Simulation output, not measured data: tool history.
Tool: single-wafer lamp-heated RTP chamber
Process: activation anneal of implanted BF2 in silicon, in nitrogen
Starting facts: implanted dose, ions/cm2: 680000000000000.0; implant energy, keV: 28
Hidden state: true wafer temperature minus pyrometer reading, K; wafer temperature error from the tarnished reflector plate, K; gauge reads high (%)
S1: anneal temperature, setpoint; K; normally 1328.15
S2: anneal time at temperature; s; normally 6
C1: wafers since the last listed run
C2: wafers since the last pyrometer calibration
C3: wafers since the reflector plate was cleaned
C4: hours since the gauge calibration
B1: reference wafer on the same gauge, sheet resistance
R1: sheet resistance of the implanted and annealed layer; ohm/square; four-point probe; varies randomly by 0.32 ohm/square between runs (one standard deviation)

Run 1, hour 0.0: usual settings; C1 0; C2 1624; C3 785; C4 650.9; B1 232.12. Result: R1 196.65 ohm/square.
Run 2, hour 96.9: usual settings; C1 993; C2 2617; C3 1778; C4 747.8; B1 231.95. Result: R1 196.18 ohm/square.
Run 3, hour 188.8: usual settings; C1 942; C2 3560; C3 2721; C4 839.7; B1 231.95. Result: R1 195.47 ohm/square.
Run 4, hour 296.2: usual settings; C1 1101; C2 4661; C3 3822; C4 947.1; B1 231.87. Result: R1 194.72 ohm/square.
At hour 318.9: pyrometer window cleaned and pyrometer calibrated.
Run 5, hour 371.9: usual settings; C1 694; C2 542; C3 4516; C4 1022.8; B1 232.03. Result: R1 197.13 ohm/square.
At hour 466.2: reflector plate cleaned.
Run 6, hour 466.7: usual settings; C1 889; C2 1432; C3 5; C4 1117.6; B1 231.88. Result: R1 196.99 ohm/square.
At hour 492.5: gauge calibrated.
Run 7, hour 523.6: usual settings but S1 1309.15 K; C1 583; C2 2016; C3 588; C4 31.1; B1 231.96. Result: R1 201.40 ohm/square.
Run 8, hour 579.1: usual settings; C1 569; C2 2585; C3 1157; C4 86.6; B1 231.87. Result: R1 196.70 ohm/square.
Run 9, hour 618.8: usual settings but S1 1336.15 K, S2 8 s; C1 407; C2 2992; C3 1564; C4 126.3; B1 231.82. Result: R1 193.32 ohm/square.
Run 10, hour 662.2: usual settings but S1 1303.15 K, S2 7 s; C1 444; C2 3437; C3 2009; C4 169.7; B1 231.91. Result: R1 199.97 ohm/square.
At hour 729.3: pyrometer window cleaned and pyrometer calibrated.
Run 11, hour 752.4: usual settings; C1 842; C2 236; C3 2852; C4 259.9; B1 232.03. Result: R1 196.95 ohm/square.
Run 12, hour 851.4: usual settings; C1 1015; C2 1252; C3 3867; C4 358.9; B1 231.99. Result: R1 196.63 ohm/square.
Run 13, hour 899.1: usual settings but S1 1351.15 K, S2 7 s; C1 489; C2 1741; C3 4356; C4 406.6; B1 232.05. Result: R1 191.92 ohm/square.
Run 14, hour 1005.0: usual settings but S1 1320.15 K, S2 9 s; C1 1085; C2 2826; C3 5442; C4 512.5; B1 232.00. Result: R1 194.85 ohm/square.
Run 15, hour 1044.7: usual settings but S1 1348.15 K, S2 9 s; C1 407; C2 3234; C3 5849; C4 552.2; B1 231.96. Result: R1 189.26 ohm/square.

Below are 5 alternative next runs, each starting from the tool's condition after run 15. Predict each:
Run A, hour 1045.1: usual settings but S2 5 s; C1 4; C2 3238; C3 5853; C4 552.6; B1 ?. Result: R1 ?.
Run B, hour 1045.1: usual settings but S1 1301.15 K, S2 3 s; C1 4; C2 3238; C3 5853; C4 552.6; B1 ?. Result: R1 ?.
Run C, hour 1045.1: usual settings but S1 1310.15 K; C1 4; C2 3238; C3 5853; C4 552.6; B1 ?. Result: R1 ?.
Run D, hour 1045.1: usual settings but S1 1298.15 K; C1 4; C2 3238; C3 5853; C4 552.6; B1 ?. Result: R1 ?.
Run E, hour 1045.1: usual settings but S1 1355.15 K, S2 7 s; C1 4; C2 3238; C3 5853; C4 552.6; B1 ?. Result: R1 ?.

run      B1      R1
  A  232.07  196.18
  B  232.07  204.72
  C  232.07  198.73
  D  232.07  201.67
  E  232.07  190.22
Without the tool's unlogged condition, the same runs would have read:
run      R1
  A  198.87
  B  208.76
  C  202.18
  D  205.97
  E  192.14
